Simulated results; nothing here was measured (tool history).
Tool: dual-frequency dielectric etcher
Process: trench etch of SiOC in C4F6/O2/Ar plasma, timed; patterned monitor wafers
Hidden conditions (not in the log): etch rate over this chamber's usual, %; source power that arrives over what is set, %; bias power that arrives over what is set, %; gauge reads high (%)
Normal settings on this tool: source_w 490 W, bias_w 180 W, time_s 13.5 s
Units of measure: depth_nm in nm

run   hour  source_w  bias_w  time_s  wafers since the last listed run  hours since the last wet clean  hours since the last source power generator calibration  hours since the last bias power generator calibration  hours since the last upper electrode change  hours since the gauge calibration  read-back reference wafer on the same gauge, depth_nm  depth_nm
  1      0       490     180    13.5                                 0                            98.7                                                   1504.7                                                 2561.6                                         2775                               73.4                                                  34.82     33.24
  2   13.5       490     180    13.5                               157                           112.2                                                   1518.2                                                 2575.1                                       2788.5                               86.9                                                  34.86     33.12
  3   25.8       490     180    13.5                               143                           124.5                                                   1530.5                                                 2587.4                                       2800.8                               99.2                                                   34.8     33.13
  4   38.6       490     180    13.5                               148                           137.3                                                   1543.3                                                 2600.2                                       2813.6                                112                                                  34.79     33.34
  5   59.4       490     180    13.5                               241                           158.1                                                   1564.1                                                   2621                                       2834.4                              132.8                                                  34.79     33.26
  6   85.8       490     180    13.5                               307                           184.5                                                   1590.5                                                 2647.4                                       2860.8                              159.2                                                  34.83     33.46
  7  113.8       490     180    13.5                               325                           212.5                                                   1618.5                                                 2675.4                                       2888.8                              187.2                                                   34.8     33.23
  8  148.8       490     180    13.5                               407                           247.5                                                   1653.5                                                 2710.4                                       2923.8                              222.2                                                  34.79     33.08
  9  178.3       490     180    13.5                               343                             277                                                     1683                                                 2739.9                                       2953.3                              251.7                                                   34.8     33.37
 10    213       490     180    13.5                               403                           311.7                                                   1717.7                                                 2774.6                                         2988                              286.4                                                  34.81     33.35
 11  226.8       490     180    13.5                               160                           325.5                                                   1731.5                                                 2788.4                                       3001.8                              300.2                                                  34.79     33.16
     251.4  -- upper electrode replaced
 12  251.9       490     180    13.5                                12                           350.6                                                   1756.6                                                 2813.5                                          0.5                              325.3                                                  34.79     33.21
 13  278.3       530     180     9.5                               307                             377                                                     1783                                                 2839.9                                         26.9                              351.7                                                  34.81     24.32
 14  294.4       560     180    13.5                               187                           393.1                                                   1799.1                                                   2856                                           43                              367.8                                                  34.79     35.29
     332.6  -- wet clean of the chamber
 15  333.1       490     180    13.5                               170                             0.5                                                   1837.8                                                 2894.7                                         81.7                              406.5                                                  34.78     33.11
 16  352.2       540     180    15.5                               222                            19.6                                                   1856.9                                                 2913.8                                        100.8                              425.6                                                  34.83     39.95
     388.8  -- bias power generator calibrated
 17  389.3       490     180    13.5                               384                            56.7                                                     1894                                                    0.5                                        137.9                              462.7                                                  34.82     33.24
     400.7  -- source power generator calibrated
 18  409.9       590     168    11.5                               193                            77.3                                                      9.2                                                   21.1                                        158.5                              483.3                                                  34.78     30.33
 19  424.6       490     180    13.5                               170                              92                                                     23.9                                                   35.8                                        173.2                                498                                                   34.8     33.32
 20  445.7       400     160    13.5                               245                           113.1                                                       45                                                   56.9                                        194.3                              519.1                                                  34.78     29.68
     462.5  -- gauge calibrated
 21  471.1       560     220      16                               295                           138.5                                                     70.4                                                   82.3                                        219.7                                8.6                                                  34.78     43.53
 22  503.1       540     220    13.5                               372                           170.5                                                    102.4                                                  114.3                                        251.7                               40.6                                                  34.83     36.19
 23  526.1       600     180    16.5                               267                           193.5                                                    125.4                                                  137.3                                        274.7                               63.6                                                  34.82     44.38
 24    552       490     180    13.5                               301                           219.4                                                    151.3                                                  163.2                                        300.6                               89.5                                                  34.82     33.34
 25  582.7       490     180    13.5                               357                           250.1                                                      182                                                  193.9                                        331.3                              120.2                                                  34.82     33.16

5 ways to go on from here, each from the tool as it stands after run 25. What would each give?
  A  583.1       490     180    13.5                                 4                           250.5                                                    182.4                                                  194.3                                        331.7                              120.6                                                      ?         ?
  B  583.1       380     180    13.5                                 4                           250.5                                                    182.4                                                  194.3                                        331.7                              120.6                                                      ?         ?
  C  583.1       610     195    11.5                                 4                           250.5                                                    182.4                                                  194.3                                        331.7                              120.6                                                      ?         ?
  D  583.1       550     206    13.5                                 4                           250.5                                                    182.4                                                  194.3                                        331.7                              120.6                                                      ?         ?
  E  583.1       490     142    15.5                                 4                           250.5                                                    182.4                                                  194.3                                        331.7                              120.6                                                      ?         ?

run  read-back reference wafer on the same gauge, depth_nm  depth_nm
  A                                                  34.78     33.59
  B                                                  34.78     29.95
  C                                                  34.78     31.98
  D                                                  34.78     36.29
  E                                                  34.78     36.96
Without the tool's hidden state the same runs would have given:
run  depth_nm
  A     33.59
  B     29.95
  C     31.98
  D     36.29
  E     36.96
